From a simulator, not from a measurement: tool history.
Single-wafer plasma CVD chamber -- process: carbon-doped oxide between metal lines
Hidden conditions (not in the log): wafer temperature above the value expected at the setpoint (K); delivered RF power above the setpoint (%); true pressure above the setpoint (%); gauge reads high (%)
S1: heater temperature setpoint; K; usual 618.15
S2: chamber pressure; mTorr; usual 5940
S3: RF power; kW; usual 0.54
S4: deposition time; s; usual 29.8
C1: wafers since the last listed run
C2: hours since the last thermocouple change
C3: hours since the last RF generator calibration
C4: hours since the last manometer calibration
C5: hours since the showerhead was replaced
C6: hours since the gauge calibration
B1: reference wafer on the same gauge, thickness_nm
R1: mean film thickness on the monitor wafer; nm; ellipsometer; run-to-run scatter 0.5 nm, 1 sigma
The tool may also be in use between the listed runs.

run    hour      S1    S2     S3    S4    C1      C2      C3      C4      C5      C6       B1       R1
  1       0  618.15  5940   0.54  29.8     0   986.7  1165.9   567.7  2921.4   898.5  139.085  172.845
       23.7  -- thermocouple changed; heater temperature recalibrated
       33.5  -- RF generator calibrated
  2    42.4  618.15  5940   0.54  29.8   335    18.7     8.9   610.1  2963.8   940.9  138.885  172.411
  3   127.8  618.15  5940   0.54  29.8  1086   104.1    94.3   695.5  3049.2  1026.3  138.971  173.625
  4   202.5  618.15  5940   0.54  29.8   950   178.8     169   770.2  3123.9    1101  138.995   173.81
  5   292.1  618.15  5940   0.54  29.8  1139   268.4   258.6   859.8  3213.5  1190.6  138.967  174.173
  6   366.6  610.15  5940   0.54  33.2   947   342.9   333.1   934.3    3288  1265.1  138.912  197.793
  7   412.1  610.15  5940   0.54  33.2   578   388.4   378.6   979.8  3333.5  1310.6  139.147  197.129
  8   470.6  610.15  5940   0.54  33.2   744   446.9   437.1  1038.3    3392  1369.1  138.964  198.251
  9   559.7  618.15  6410   0.54  29.8  1133     536   526.2  1127.4  3481.1  1458.2  139.056  174.495
      574.4  -- gauge calibrated
 10   660.4  618.15  5940   0.54  29.8  1281   636.7   626.9  1228.1  3581.8      86  139.012  173.032
      689.2  -- capacitance manometer re-zeroed and calibrated
 11   737.1  618.15  5940   0.54  29.8   874   713.4   703.6    47.9  3658.5   162.7  138.908  173.019
 12   789.6  618.15  5940   0.54  29.8   667   765.9   756.1   100.4    3711   215.2  139.095  172.911
 13   852.8  610.15  5940   0.54  29.8   804   829.1   819.3   163.6  3774.2   278.4  139.041  179.122
 14   892.7  618.15  5940   0.45  33.1   507     869   859.2   203.5  3814.1   318.3  139.128  172.797
      981.5  -- showerhead replaced
 15     982  605.15  6770   0.54  29.8  1034   958.3   948.5   292.8     0.5   407.6  139.001  183.001
 16  1089.4  618.15  5940   0.54  24.9  1366  1065.7  1055.9   400.2   107.9     515  138.997  144.634
       1111  -- thermocouple changed; heater temperature recalibrated
     1143.7  -- RF generator calibrated
 17  1147.9  613.15  5940   0.65  29.8   540    36.9     4.2   458.7   166.4   573.5  138.862  195.982
 18  1266.5  618.15  5940   0.54  29.8  1508   155.5   122.8   577.3     285   692.1  138.979  173.219
 19  1353.4  618.15  5940   0.54  27.6  1105   242.4   209.7   664.2   371.9     779  138.966   159.87
 20  1456.5  627.15  6450  0.475  25.9  1311   345.5   312.8   767.3     475   882.1  139.165  137.137
 21  1523.1  632.15  5940   0.54  29.8   847   412.1   379.4   833.9   541.6   948.7  138.924  165.595
 22  1579.3  618.15  5940   0.54  29.8   714   468.3   435.6   890.1   597.8  1004.9  139.014  172.786

Branching from run 22: 5 alternative next runs. What would each branch give?
  A  1579.7  618.15  5940  0.54  29.8   5  468.7  436  890.5  598.2  1005.3   ?   ?
  B  1579.7  623.15  6670  0.54  29.8   5  468.7  436  890.5  598.2  1005.3   ?   ?
  C  1579.7  618.15  5940  0.54  25.3   5  468.7  436  890.5  598.2  1005.3   ?   ?
  D  1579.7  611.15  6580  0.54  33.6   5  468.7  436  890.5  598.2  1005.3   ?   ?
  E  1579.7  606.15  5940  0.54  29.8   5  468.7  436  890.5  598.2  1005.3   ?   ?

run       B1       R1
  A  139.115  173.712
  B  139.115  172.461
  C  139.115  147.852
  D  139.115  202.127
  E  139.115  181.474
With the hidden condition removed and each run's random variation left untouched, the same runs would have given:
run       R1
  A  173.712
  B  172.461
  C  147.852
  D  202.127
  E  181.474
